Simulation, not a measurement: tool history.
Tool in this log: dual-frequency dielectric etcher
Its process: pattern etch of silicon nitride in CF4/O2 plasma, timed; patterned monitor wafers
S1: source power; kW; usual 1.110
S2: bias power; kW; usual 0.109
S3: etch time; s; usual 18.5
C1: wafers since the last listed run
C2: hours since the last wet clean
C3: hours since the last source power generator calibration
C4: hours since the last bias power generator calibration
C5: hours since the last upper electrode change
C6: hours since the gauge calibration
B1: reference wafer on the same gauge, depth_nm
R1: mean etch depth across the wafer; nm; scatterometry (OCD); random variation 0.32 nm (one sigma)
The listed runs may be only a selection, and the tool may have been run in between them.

run	hour	S1	S2	S3	C1	C2	C3	C4	C5	C6	B1	R1
1	0.0	1.110	0.109	18.5	0	145.1	2293.9	1850.2	4317.4	398.3	66.3	64.1
2	14.6	1.110	0.109	18.5	223	159.7	2308.5	1864.8	4332.0	412.9	66.3	63.2
3	113.1	1.110	0.109	18.5	1506	258.2	2407.0	1963.3	4430.5	511.4	66.3	64.3
4	135.5	1.110	0.109	18.5	342	280.6	2429.4	1985.7	4452.9	533.8	66.3	64.9
5	153.8	1.050	0.109	18.5	279	298.9	2447.7	2004.0	4471.2	552.1	66.3	61.0
6	177.8	1.050	0.109	18.5	367	322.9	2471.7	2028.0	4495.2	576.1	66.2	61.4
7	194.8	1.110	0.109	18.5	259	339.9	2488.7	2045.0	4512.2	593.1	66.3	64.9
# hour 222.8: wet clean of the chamber
# hour 223.3: source power generator calibrated
# hour 227.5: bias power generator calibrated
8	228.0	1.110	0.109	18.5	71	5.2	4.7	0.5	4545.4	626.3	66.3	61.9
9	248.9	1.110	0.109	18.5	319	26.1	25.6	21.4	4566.3	647.2	66.3	62.6
10	267.9	1.110	0.109	18.5	290	45.1	44.6	40.4	4585.3	666.2	66.3	62.6
# hour 279.1: gauge calibrated
11	298.8	1.110	0.109	18.5	472	76.0	75.5	71.3	4616.2	19.7	66.2	62.7
12	319.5	1.110	0.109	18.5	316	96.7	96.2	92.0	4636.9	40.4	66.3	63.2
13	350.7	1.110	0.100	17.5	477	127.9	127.4	123.2	4668.1	71.6	66.3	58.7
14	379.7	1.230	0.109	18.5	443	156.9	156.4	152.2	4697.1	100.6	66.3	71.4
# hour 414.9: upper electrode replaced
15	415.4	1.110	0.109	18.5	178	192.6	192.1	187.9	0.5	136.3	66.2	63.7
16	432.2	1.110	0.124	14.0	256	209.4	208.9	204.7	17.3	153.1	66.3	50.1
17	455.3	1.110	0.109	18.5	353	232.5	232.0	227.8	40.4	176.2	66.3	64.2
18	493.9	1.110	0.109	18.5	590	271.1	270.6	266.4	79.0	214.8	66.3	64.7
19	518.3	1.350	0.088	20.0	373	295.5	295.0	290.8	103.4	239.2	66.3	81.3
20	538.7	1.010	0.109	18.5	311	315.9	315.4	311.2	123.8	259.6	66.3	58.2
21	566.0	1.110	0.109	16.0	417	343.2	342.7	338.5	151.1	286.9	66.3	56.2
22	594.1	0.920	0.125	22.0	429	371.3	370.8	366.6	179.2	315.0	66.4	65.5
23	610.5	1.110	0.109	21.5	250	387.7	387.2	383.0	195.6	331.4	66.3	75.5
24	633.5	1.000	0.130	23.0	351	410.7	410.2	406.0	218.6	354.4	66.3	76.3
# hour 670.1: wet clean of the chamber
25	670.6	1.110	0.118	18.5	200	0.5	447.3	443.1	255.7	391.5	66.3	63.4
26	679.4	1.110	0.109	18.5	134	9.3	456.1	451.9	264.5	400.3	66.3	62.6

Alternative continuations, all from the tool just after run 26; predict every row:
A	679.8	1.110	0.123	18.5	6	9.7	456.5	452.3	264.9	400.7	?	?
B	679.8	1.110	0.109	20.0	6	9.7	456.5	452.3	264.9	400.7	?	?
C	679.8	1.110	0.109	22.5	6	9.7	456.5	452.3	264.9	400.7	?	?
D	679.8	1.280	0.085	22.5	6	9.7	456.5	452.3	264.9	400.7	?	?

run	B1	R1
A	66.3	64.2
B	66.3	67.3
C	66.3	75.8
D	66.3	83.2
Take away the tool's hidden state, keep each run's random variation, and the runs would have read:
run	R1
A	64.4
B	67.5
C	76.0
D	83.4
